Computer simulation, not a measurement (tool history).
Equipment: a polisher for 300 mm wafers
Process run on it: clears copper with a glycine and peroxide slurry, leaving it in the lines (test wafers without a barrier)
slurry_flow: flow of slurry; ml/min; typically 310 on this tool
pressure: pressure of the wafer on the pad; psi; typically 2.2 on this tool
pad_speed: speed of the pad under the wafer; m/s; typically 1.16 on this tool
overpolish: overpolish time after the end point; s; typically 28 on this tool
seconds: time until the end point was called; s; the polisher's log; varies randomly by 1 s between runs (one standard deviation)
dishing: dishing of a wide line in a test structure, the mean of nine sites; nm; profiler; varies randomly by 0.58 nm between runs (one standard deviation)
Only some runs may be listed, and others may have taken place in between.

| run | day | slurry_flow | pressure | pad_speed | overpolish | incoming thickness of the incoming film, nm | seconds | dishing |
|---|---|---|---|---|---|---|---|---|
| 1 | 0 | 310 | 2.2 | 1.16 | 28 | 384.3 | 68.3 | 56.4 |
|  | 0.242 | worn pad replaced by a new one |
| 2 | 0.9 | 310 | 1.9 | 1.16 | 28 | 373.1 | 74.6 | 54.3 |
| 3 | 1.533 | 310 | 2.2 | 1.16 | 28 | 377.4 | 67.4 | 56.8 |
| 4 | 2.758 | 310 | 2.2 | 1.16 | 28 | 381.6 | 68.7 | 57.4 |
|  | 3.083 | slurry nozzle cleaned |
| 5 | 3.946 | 310 | 2.2 | 1.16 | 28 | 382.4 | 69.2 | 55.8 |
| 6 | 5.029 | 355 | 2.2 | 0.98 | 28 | 378.7 | 76.4 | 54.4 |
| 7 | 5.583 | 355 | 2.2 | 0.98 | 28 | 379 | 75.5 | 54.3 |
| 8 | 6.483 | 355 | 2.2 | 0.98 | 28 | 379.8 | 75.2 | 54.3 |
|  | 7.075 | worn pad replaced by a new one |
| 9 | 7.212 | 310 | 2.2 | 1.16 | 20 | 375.4 | 68.5 | 49.5 |
| 10 | 8.25 | 310 | 2.2 | 1.16 | 28 | 377.3 | 68.7 | 55.9 |
| 11 | 9.242 | 310 | 2.2 | 1.16 | 28 | 386.8 | 71 | 55.7 |
| 12 | 10.45 | 310 | 2.2 | 1.16 | 28 | 385.3 | 69.7 | 57.8 |
| 13 | 11.375 | 310 | 2.2 | 1.16 | 28 | 381.2 | 67.4 | 57.4 |
| 14 | 12.262 | 310 | 2.2 | 1.16 | 28 | 376.1 | 67.2 | 56.8 |
| 15 | 12.954 | 310 | 2.2 | 1.16 | 28 | 377.8 | 66.2 | 56.1 |
|  | 13.667 | slurry nozzle cleaned |
|  | 13.738 | head pressure recalibrated |
|  | 15.25 | worn pad replaced by a new one |
| 16 | 17.288 | 310 | 2.2 | 1.16 | 28 | 378.1 | 67.5 | 55.8 |
| 17 | 18.138 | 200 | 2.4 | 1.16 | 28 | 380.3 | 66.1 | 57.8 |
| 18 | 19.262 | 310 | 2.2 | 1.16 | 28 | 385.5 | 68.1 | 56.6 |
| 19 | 20.571 | 310 | 2.2 | 1.16 | 28 | 379.9 | 68.5 | 56.7 |
| 20 | 21.529 | 310 | 2.2 | 1.16 | 43 | 384.4 | 69.3 | 63.6 |
|  | 22.067 | worn pad replaced by a new one |
| 21 | 22.258 | 310 | 2.8 | 1.16 | 28 | 376.7 | 56.1 | 60.2 |
|  | 22.412 | slurry nozzle cleaned |
| 22 | 23.1 | 385 | 1.6 | 1.48 | 28 | 375.2 | 67.3 | 54.8 |
| 23 | 23.783 | 310 | 2.2 | 1.16 | 28 | 385.6 | 68.3 | 57.1 |
| 24 | 24.567 | 310 | 2.2 | 1.16 | 28 | 377.8 | 67.6 | 56.3 |
| 25 | 25.821 | 210 | 2.2 | 1.16 | 28 | 380.3 | 71.5 | 56.3 |
| 26 | 26.562 | 310 | 1.9 | 1.42 | 28 | 381.2 | 66 | 57.6 |
| 27 | 27.092 | 310 | 2.6 | 1.32 | 28 | 387.4 | 54.8 | 61 |
| 28 | 27.771 | 245 | 2.5 | 1.16 | 28 | 381.2 | 62.6 | 57.7 |
| 29 | 28.758 | 385 | 2.2 | 1.16 | 28 | 382.2 | 68.4 | 58.3 |
| 30 | 29.675 | 345 | 2.2 | 1.16 | 34 | 381.1 | 67.4 | 60.4 |
|  | 30.425 | worn pad replaced by a new one |
| 31 | 30.462 | 310 | 2.2 | 1.16 | 28 | 378.1 | 67.5 | 56.7 |
|  | 31.325 | slurry nozzle cleaned |
| 32 | 31.612 | 310 | 2.2 | 1.16 | 28 | 380.4 | 67.7 | 57.6 |
| 33 | 33.058 | 220 | 2 | 0.94 | 19 | 383.4 | 90 | 41.3 |

List, for all runs, the conditions of the tool that the log does not record:
removal rate lost through wear of the pad, %: 0 at every run
slurry flow missing at the pad, %: 0 at every run
deviation of the head's pressure from its setpoint, %: 0 at every run

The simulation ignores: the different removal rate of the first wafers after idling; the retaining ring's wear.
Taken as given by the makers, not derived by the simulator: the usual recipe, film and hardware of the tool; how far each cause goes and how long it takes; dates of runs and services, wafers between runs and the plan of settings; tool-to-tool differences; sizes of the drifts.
